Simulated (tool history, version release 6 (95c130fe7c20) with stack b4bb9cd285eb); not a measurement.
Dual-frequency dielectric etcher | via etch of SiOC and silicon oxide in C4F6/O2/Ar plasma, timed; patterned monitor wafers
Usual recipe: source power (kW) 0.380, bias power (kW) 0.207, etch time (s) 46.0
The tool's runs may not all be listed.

run	hour	source power (kW)	bias power (kW)	etch time (s)	wafers since the last listed run	hours since the last wet clean	hours since the last source power generator calibration	hours since the last bias power generator calibration	hours since the last upper electrode change	hours since the gauge calibration	read-back reference wafer on the same gauge, depth_nm	mean etch depth across the wafer (Å)
1	0.0	0.380	0.178	46.0	0	257.8	3876.5	1915.1	3335.3	3734.8	59.0	503
2	94.8	0.380	0.178	46.0	775	352.6	3971.3	2009.9	3430.1	3829.6	58.9	499
3	202.4	0.380	0.178	46.0	879	460.2	4078.9	2117.5	3537.7	3937.2	58.9	497
# hour 220.2: source power generator calibrated
4	299.2	0.380	0.207	46.0	758	557.0	79.0	2214.3	3634.5	4034.0	58.9	522
# hour 396.6: wet clean of the chamber
5	399.8	0.380	0.207	46.0	626	3.2	179.6	2314.9	3735.1	4134.6	58.9	531
6	473.7	0.380	0.207	46.0	604	77.1	253.5	2388.8	3809.0	4208.5	58.8	529
7	539.9	0.380	0.207	46.0	541	143.3	319.7	2455.0	3875.2	4274.7	58.9	527
8	604.4	0.380	0.207	46.0	527	207.8	384.2	2519.5	3939.7	4339.2	58.9	526
# hour 642.8: gauge calibrated
9	709.6	0.380	0.207	46.0	860	313.0	489.4	2624.7	4044.9	66.8	58.9	529
10	918.0	0.300	0.207	34.0	1704	521.4	697.8	2833.1	4253.3	275.2	58.9	359
11	974.2	0.380	0.172	46.0	459	577.6	754.0	2889.3	4309.5	331.4	58.9	493
12	1015.9	0.380	0.207	46.0	341	619.3	795.7	2931.0	4351.2	373.1	58.9	524
13	1074.4	0.470	0.207	46.0	478	677.8	854.2	2989.5	4409.7	431.6	58.9	562
14	1129.3	0.380	0.207	38.0	448	732.7	909.1	3044.4	4464.6	486.5	58.9	429
# hour 1184.0: wet clean of the chamber
15	1184.5	0.380	0.207	46.0	255	0.5	964.3	3099.6	4519.8	541.7	59.0	531
16	1280.9	0.380	0.207	46.0	788	96.9	1060.7	3196.0	4616.2	638.1	58.9	527
# hour 1323.7: upper electrode replaced, of another model than before
17	1388.6	0.470	0.257	46.0	684	204.6	1168.4	3303.7	64.9	745.8	58.9	577
18	1672.5	0.380	0.207	46.0	2321	488.5	1452.3	3587.6	348.8	1029.7	58.8	519
19	1764.6	0.380	0.207	37.5	753	580.6	1544.4	3679.7	440.9	1121.8	58.9	423
# hour 1819.1: wet clean of the chamber
20	1846.7	0.410	0.207	46.0	475	27.6	1626.5	3761.8	523.0	1203.9	58.9	537
# hour 1850.9: bias power generator calibrated
21	1950.6	0.440	0.170	37.5	816	131.5	1730.4	99.7	626.9	1307.8	58.8	435
22	2046.1	0.310	0.207	46.0	780	227.0	1825.9	195.2	722.4	1403.3	58.9	501
23	2153.1	0.380	0.207	46.0	875	334.0	1932.9	302.2	829.4	1510.3	58.9	522
24	2235.0	0.380	0.191	34.0	669	415.9	2014.8	384.1	911.3	1592.2	58.9	382
25	2315.1	0.350	0.240	53.0	655	496.0	2094.9	464.2	991.4	1672.3	58.9	607
26	2380.3	0.380	0.207	46.0	533	561.2	2160.1	529.4	1056.6	1737.5	58.9	520
27	2448.1	0.340	0.188	56.0	554	629.0	2227.9	597.2	1124.4	1805.3	59.0	602
# hour 2488.3: wet clean of the chamber
28	2488.8	0.380	0.241	46.0	136	0.5	2268.6	637.9	1165.1	1846.0	58.9	543
29	2592.5	0.380	0.172	37.5	848	104.2	2372.3	741.6	1268.8	1949.7	58.9	417

For each run, what was the tool's unlogged condition?
source power that arrives over what is set, %: 0 in every run
bias power that arrives over what is set, %: 0 in every run
gauge reads high (%): 0 in every run
H1: etch rate over this chamber's usual, %
run	H1
1	-0.707
2	-0.944
3	-1.21
4	-1.45
5	0.343
6	0.158
7	-0.00746
8	-0.169
9	-0.432
10	-0.952
11	-1.09
12	-1.2
13	-1.34
14	-1.48
15	-0.423
16	-0.664
17	-0.933
18	-1.64
19	-1.87
20	-0.113
21	-0.373
22	-0.612
23	-0.879
24	-1.08
25	-1.28
26	-1.45
27	-1.62
28	0.0243
29	-0.235

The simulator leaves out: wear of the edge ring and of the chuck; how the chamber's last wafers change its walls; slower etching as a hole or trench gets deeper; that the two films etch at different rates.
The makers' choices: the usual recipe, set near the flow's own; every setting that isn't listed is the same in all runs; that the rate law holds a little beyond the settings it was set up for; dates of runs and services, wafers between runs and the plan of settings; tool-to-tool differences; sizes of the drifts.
